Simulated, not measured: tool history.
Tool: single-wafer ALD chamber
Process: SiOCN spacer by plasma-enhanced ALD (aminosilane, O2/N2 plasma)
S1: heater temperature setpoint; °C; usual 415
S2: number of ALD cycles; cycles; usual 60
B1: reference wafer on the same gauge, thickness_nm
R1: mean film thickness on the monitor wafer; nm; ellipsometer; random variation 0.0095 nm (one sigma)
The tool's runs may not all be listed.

run	hour	S1	S2	B1	R1
1	0	406	60	4.231	3.936
# hour 8.9: gauge calibrated
2	15.8	415	60	4.23	3.813
3	23.6	415	60	4.231	3.816
4	36.3	415	60	4.23	3.816
5	45.4	422	65	4.231	4.044
6	51.8	422	65	4.229	4.029
7	68.9	415	60	4.231	3.822
8	81.2	415	60	4.231	3.81
# hour 93.2: thermocouple changed; heater temperature recalibrated
9	93.7	415	60	4.23	3.81
10	98.3	422	65	4.231	4.019
# hour 102.7: gauge calibrated
11	110.3	406	64	4.229	4.188
12	126.7	428	68	4.231	4.122
13	142.9	423	60	4.228	3.707
14	158.7	425	54	4.232	3.307
15	167.6	411	53	4.229	3.425
16	177.8	422	54	4.229	3.359
17	186.8	429	54	4.231	3.277

3 ways to go on from here, each from the tool as it stands after run 17. What would each give?
A	187.3	430	60	?	?
B	187.3	403	72	?	?
C	187.3	429	64	?	?

run	B1	R1
A	4.231	3.609
B	4.231	4.755
C	4.231	3.864
Without the tool's hidden state the same runs would have given:
run	R1
A	3.609
B	4.755
C	3.864

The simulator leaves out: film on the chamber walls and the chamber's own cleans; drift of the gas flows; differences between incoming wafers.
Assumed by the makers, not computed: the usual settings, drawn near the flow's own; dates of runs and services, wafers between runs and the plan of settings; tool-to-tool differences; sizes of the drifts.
